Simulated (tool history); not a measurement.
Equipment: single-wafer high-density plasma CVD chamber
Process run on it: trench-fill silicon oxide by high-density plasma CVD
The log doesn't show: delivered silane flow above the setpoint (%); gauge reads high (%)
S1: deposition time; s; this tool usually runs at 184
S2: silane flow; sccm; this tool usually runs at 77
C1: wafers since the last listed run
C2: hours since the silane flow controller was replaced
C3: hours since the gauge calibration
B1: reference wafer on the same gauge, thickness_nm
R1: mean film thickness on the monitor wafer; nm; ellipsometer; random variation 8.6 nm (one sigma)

{"run": 1, "hour": 0.0, "S1": 184, "S2": 77, "C1": 0, "C2": 490.5, "C3": 1617.4, "B1": 1718.413, "R1": 1490.65}
{"run": 2, "hour": 304.3, "S1": 184, "S2": 77, "C1": 1612, "C2": 794.8, "C3": 1921.7, "B1": 1720.967, "R1": 1482.508}
{"run": 3, "hour": 405.6, "S1": 184, "S2": 77, "C1": 536, "C2": 896.1, "C3": 2023, "B1": 1719.336, "R1": 1503.772}
{"run": 4, "hour": 466.1, "S1": 184, "S2": 77, "C1": 320, "C2": 956.6, "C3": 2083.5, "B1": 1720.281, "R1": 1502.034}
{"run": 5, "hour": 529.9, "S1": 202, "S2": 77, "C1": 338, "C2": 1020.4, "C3": 2147.3, "B1": 1721.45, "R1": 1650.698}
{"run": 6, "hour": 582.2, "S1": 184, "S2": 80, "C1": 277, "C2": 1072.7, "C3": 2199.6, "B1": 1717.777, "R1": 1541.572}
{"run": 7, "hour": 668.4, "S1": 184, "S2": 77, "C1": 456, "C2": 1158.9, "C3": 2285.8, "B1": 1717.019, "R1": 1490.793}
{"run": 8, "hour": 733.3, "S1": 184, "S2": 77, "C1": 343, "C2": 1223.8, "C3": 2350.7, "B1": 1718.654, "R1": 1503.456}
{"run": 9, "hour": 822.3, "S1": 184, "S2": 77, "C1": 471, "C2": 1312.8, "C3": 2439.7, "B1": 1721.344, "R1": 1502.3}
{"hour": 838.9, "done": "gauge calibrated"}
{"run": 10, "hour": 909.6, "S1": 161, "S2": 77, "C1": 462, "C2": 1400.1, "C3": 70.7, "B1": 1720.259, "R1": 1304.511}
{"run": 11, "hour": 990.6, "S1": 161, "S2": 77, "C1": 429, "C2": 1481.1, "C3": 151.7, "B1": 1720.061, "R1": 1315.188}
{"run": 12, "hour": 1071.7, "S1": 184, "S2": 77, "C1": 429, "C2": 1562.2, "C3": 232.8, "B1": 1721.713, "R1": 1506.502}
{"run": 13, "hour": 1231.0, "S1": 184, "S2": 77, "C1": 844, "C2": 1721.5, "C3": 392.1, "B1": 1718.394, "R1": 1497.154}
{"run": 14, "hour": 1335.3, "S1": 184, "S2": 92, "C1": 552, "C2": 1825.8, "C3": 496.4, "B1": 1721.283, "R1": 1720.817}
{"run": 15, "hour": 1437.7, "S1": 184, "S2": 77, "C1": 542, "C2": 1928.2, "C3": 598.8, "B1": 1718.233, "R1": 1501.62}
{"run": 16, "hour": 1517.4, "S1": 184, "S2": 77, "C1": 422, "C2": 2007.9, "C3": 678.5, "B1": 1718.623, "R1": 1501.695}
{"run": 17, "hour": 1586.3, "S1": 153, "S2": 71, "C1": 365, "C2": 2076.8, "C3": 747.4, "B1": 1721.241, "R1": 1193.681}
{"run": 18, "hour": 1629.4, "S1": 184, "S2": 77, "C1": 228, "C2": 2119.9, "C3": 790.5, "B1": 1716.896, "R1": 1512.92}
{"hour": 1706.9, "done": "silane flow controller replaced"}
{"run": 19, "hour": 1708.3, "S1": 207, "S2": 77, "C1": 375, "C2": 1.4, "C3": 869.4, "B1": 1721.204, "R1": 1634.815}
{"run": 20, "hour": 1953.6, "S1": 219, "S2": 62, "C1": 1299, "C2": 246.7, "C3": 1114.7, "B1": 1714.058, "R1": 1502.256}
{"run": 21, "hour": 2006.0, "S1": 184, "S2": 87, "C1": 277, "C2": 299.1, "C3": 1167.1, "B1": 1720.805, "R1": 1602.06}
{"run": 22, "hour": 2107.4, "S1": 165, "S2": 89, "C1": 537, "C2": 400.5, "C3": 1268.5, "B1": 1719.015, "R1": 1470.062}
{"run": 23, "hour": 2160.0, "S1": 174, "S2": 66, "C1": 278, "C2": 453.1, "C3": 1321.1, "B1": 1722.696, "R1": 1246.178}
{"run": 24, "hour": 2220.8, "S1": 195, "S2": 89, "C1": 322, "C2": 513.9, "C3": 1381.9, "B1": 1725.216, "R1": 1751.578}
{"run": 25, "hour": 2264.1, "S1": 171, "S2": 90, "C1": 229, "C2": 557.2, "C3": 1425.2, "B1": 1726.431, "R1": 1521.689}
{"run": 26, "hour": 2352.1, "S1": 163, "S2": 83, "C1": 466, "C2": 645.2, "C3": 1513.2, "B1": 1717.719, "R1": 1373.311}
{"run": 27, "hour": 2442.9, "S1": 170, "S2": 77, "C1": 481, "C2": 736, "C3": 1604, "B1": 1719.29, "R1": 1373.202}

Predict each of these 5 candidate next runs independently; none follows another, all start after run 27:
{"run": "A", "hour": 2443.4, "S1": 184, "S2": 77, "C1": 2, "C2": 736.5, "C3": 1604.5, "B1": "?", "R1": "?"}
{"run": "B", "hour": 2443.4, "S1": 175, "S2": 64, "C1": 2, "C2": 736.5, "C3": 1604.5, "B1": "?", "R1": "?"}
{"run": "C", "hour": 2443.4, "S1": 208, "S2": 91, "C1": 2, "C2": 736.5, "C3": 1604.5, "B1": "?", "R1": "?"}
{"run": "D", "hour": 2443.4, "S1": 157, "S2": 84, "C1": 2, "C2": 736.5, "C3": 1604.5, "B1": "?", "R1": "?"}
{"run": "E", "hour": 2443.4, "S1": 196, "S2": 69, "C1": 2, "C2": 736.5, "C3": 1604.5, "B1": "?", "R1": "?"}

run=A B1=1719.915 R1=1491.16
run=B B1=1719.915 R1=1251.133
run=C B1=1719.915 R1=1899.534
run=D B1=1719.915 R1=1353.066
run=E B1=1719.915 R1=1473.246
What these runs would have given with no unlogged condition in the tool:
run=A R1=1440.992
run=B R1=1209.041
run=C R1=1835.627
run=D R1=1307.544
run=E R1=1423.681

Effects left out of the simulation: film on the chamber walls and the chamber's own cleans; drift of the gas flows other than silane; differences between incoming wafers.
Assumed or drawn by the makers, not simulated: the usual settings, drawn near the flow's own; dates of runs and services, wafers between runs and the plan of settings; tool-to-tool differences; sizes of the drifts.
